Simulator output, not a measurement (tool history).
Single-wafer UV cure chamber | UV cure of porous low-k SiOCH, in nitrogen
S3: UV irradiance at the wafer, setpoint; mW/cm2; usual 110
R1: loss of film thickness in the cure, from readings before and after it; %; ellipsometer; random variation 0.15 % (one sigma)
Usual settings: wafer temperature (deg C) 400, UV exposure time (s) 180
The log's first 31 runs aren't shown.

Run 32, hour 2247.2: usual settings. Result: R1 12.572 %.
At hour 2398.7: UV bulbs replaced.
Run 33, hour 2497.2: usual settings. Result: R1 13.758 %.
At hour 2570.1: quartz window cleaned.
Run 34, hour 2589: usual settings but UV exposure time (s) 290. Result: R1 16.403 %.
Run 35, hour 2661.4: usual settings. Result: R1 13.421 %.
Run 36, hour 2721: usual settings but UV exposure time (s) 230. Result: R1 14.984 %.
Run 37, hour 2784.8: usual settings but wafer temperature (deg C) 381, UV exposure time (s) 125, S3 82 mW/cm2. Result: R1 9.193 %.
Run 38, hour 2864.3: usual settings. Result: R1 13.251 %.
Run 39, hour 2932.4: usual settings but UV exposure time (s) 275. Result: R1 15.6 %.
Run 40, hour 2975.1: usual settings but wafer temperature (deg C) 413. Result: R1 13.349 %.
Run 41, hour 3044.9: usual settings but S3 139 mW/cm2. Result: R1 14.031 %.
Run 42, hour 3139.9: usual settings but wafer temperature (deg C) 415, UV exposure time (s) 280. Result: R1 15.343 %.
Run 43, hour 3232.9: usual settings but wafer temperature (deg C) 406, S3 93 mW/cm2. Result: R1 12.318 %.
At hour 3307.7: UV bulbs replaced.
Run 44, hour 3312.8: usual settings but S3 75 mW/cm2. Result: R1 12.002 %.
At hour 3350.8: quartz window cleaned.
Run 45, hour 3385.2: usual settings but wafer temperature (deg C) 415, S3 139 mW/cm2. Result: R1 15.368 %.
Run 46, hour 3465.8: usual settings. Result: R1 13.592 %.

Forecast each of these 5 alternatives for the next run:
Run A, hour 3466.3: usual settings. Result: R1 ?.
Run B, hour 3466.3: usual settings but UV exposure time (s) 245, S3 148 mW/cm2. Result: R1 ?.
Run C, hour 3466.3: usual settings but wafer temperature (deg C) 394, UV exposure time (s) 130, S3 136 mW/cm2. Result: R1 ?.
Run D, hour 3466.3: usual settings but S3 124 mW/cm2. Result: R1 ?.
Run E, hour 3466.3: usual settings but wafer temperature (deg C) 415, S3 132 mW/cm2. Result: R1 ?.

run      R1
  A  13.586
  B  17.091
  C   12.82
  D  14.266
  E  14.947
Without the tool's hidden state the same runs would have given:
run      R1
  A  14.538
  B  18.092
  C  13.761
  D  15.227
  E  15.919
